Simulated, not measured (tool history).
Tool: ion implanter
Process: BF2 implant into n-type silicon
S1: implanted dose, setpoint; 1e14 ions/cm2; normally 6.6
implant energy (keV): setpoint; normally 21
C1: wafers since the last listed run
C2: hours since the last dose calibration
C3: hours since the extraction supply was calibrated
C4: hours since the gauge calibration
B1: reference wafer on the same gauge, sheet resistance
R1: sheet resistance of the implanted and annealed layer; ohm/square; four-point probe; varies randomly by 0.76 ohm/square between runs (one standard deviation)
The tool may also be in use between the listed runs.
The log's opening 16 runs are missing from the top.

run 17 day=16.946 | S1=7.07 implant_energy_(keV)=24.5 | C1=525 C2=1340.3 C3=6462.3 C4=619.6 | B1=213.13 | R1=184.13
run 18 day=17.921 | S1=7.07 implant_energy_(keV)=24.5 | C1=342 C2=1363.7 C3=6485.7 C4=643 | B1=212.55 | R1=183.18
run 19 day=18.496 | S1=7.56 implant_energy_(keV)=28 | C1=202 C2=1377.5 C3=6499.5 C4=656.8 | B1=213.04 | R1=171.58
run 20 day=19.162 | S1=6.6 implant_energy_(keV)=24.5 | C1=234 C2=1393.5 C3=6515.5 C4=672.8 | B1=213.12 | R1=194.16
-- day=20.488 Faraday cup replaced and dose calibrated
-- day=20.612 extraction supply calibrated
run 21 day=20.633 | S1=5.48 implant_energy_(keV)=28.5 | C1=354 C2=3.5 C3=0.5 C4=708.1 | B1=212.98 | R1=243.49
run 22 day=21.512 | S1=5.8 implant_energy_(keV)=24 | C1=309 C2=24.6 C3=21.6 C4=729.2 | B1=212.71 | R1=235.79
run 23 day=22.846 | S1=5.26 implant_energy_(keV)=14 | C1=468 C2=56.6 C3=53.6 C4=761.2 | B1=212.99 | R1=269.89
run 24 day=23.683 | S1=5.01 implant_energy_(keV)=25 | C1=294 C2=76.7 C3=73.7 C4=781.3 | B1=212.96 | R1=265.17
-- day=23.725 gauge calibrated
run 25 day=24.358 | S1=8.57 implant_energy_(keV)=21 | C1=237 C2=92.9 C3=89.9 C4=15.2 | B1=213.29 | R1=175.3
-- day=25.546 Faraday cup replaced and dose calibrated, repeated, since the last time left the tool worse
run 26 day=25.567 | S1=5.8 implant_energy_(keV)=24 | C1=307 C2=0.5 C3=118.9 C4=44.2 | B1=213.05 | R1=223.5
run 27 day=25.942 | S1=5.8 implant_energy_(keV)=24 | C1=131 C2=9.5 C3=127.9 C4=53.2 | B1=213 | R1=223.03
run 28 day=26.446 | S1=6.1 implant_energy_(keV)=21 | C1=177 C2=21.6 C3=140 C4=65.3 | B1=212.91 | R1=217.64
run 29 day=27.075 | S1=7.98 implant_energy_(keV)=17 | C1=221 C2=36.7 C3=155.1 C4=80.4 | B1=212.99 | R1=183.78
run 30 day=27.612 | S1=6.6 implant_energy_(keV)=17 | C1=188 C2=49.6 C3=168 C4=93.3 | B1=212.88 | R1=210.8
run 31 day=28.229 | S1=6.6 implant_energy_(keV)=14 | C1=216 C2=64.4 C3=182.8 C4=108.1 | B1=213.04 | R1=216.82
run 32 day=29.342 | S1=6.6 implant_energy_(keV)=26 | C1=391 C2=91.1 C3=209.5 C4=134.8 | B1=212.99 | R1=196.77
run 33 day=30.4 | S1=6.6 implant_energy_(keV)=21 | C1=372 C2=116.5 C3=234.9 C4=160.2 | B1=212.93 | R1=204.52
run 34 day=31.729 | S1=5.54 implant_energy_(keV)=21 | C1=467 C2=148.4 C3=266.8 C4=192.1 | B1=213.25 | R1=233.78
run 35 day=32.667 | S1=6.6 implant_energy_(keV)=21 | C1=329 C2=170.9 C3=289.3 C4=214.6 | B1=212.79 | R1=203.37
run 36 day=33.95 | S1=8.34 implant_energy_(keV)=21 | C1=451 C2=201.7 C3=320.1 C4=245.4 | B1=213.07 | R1=171.2

Here are 4 independent what-if runs from the current tool condition. What would each one return?
run A day=33.967 | S1=6.6 implant_energy_(keV)=14.5 | C1=5 C2=202.1 C3=320.5 C4=245.8 | B1=? | R1=?
run B day=33.967 | S1=5.16 implant_energy_(keV)=25.5 | C1=5 C2=202.1 C3=320.5 C4=245.8 | B1=? | R1=?
run C day=33.967 | S1=7.95 implant_energy_(keV)=21 | C1=5 C2=202.1 C3=320.5 C4=245.8 | B1=? | R1=?
run D day=33.967 | S1=8.37 implant_energy_(keV)=21 | C1=5 C2=202.1 C3=320.5 C4=245.8 | B1=? | R1=?

run=A B1=212.72 R1=214.92
run=B B1=212.72 R1=243.78
run=C B1=212.72 R1=176.73
run=D B1=212.72 R1=170.39
Stripped of hidden state, with their random variation kept, the same runs would have yielded:
run=A R1=215.08
run=B R1=243.99
run=C R1=176.86
run=D R1=170.52

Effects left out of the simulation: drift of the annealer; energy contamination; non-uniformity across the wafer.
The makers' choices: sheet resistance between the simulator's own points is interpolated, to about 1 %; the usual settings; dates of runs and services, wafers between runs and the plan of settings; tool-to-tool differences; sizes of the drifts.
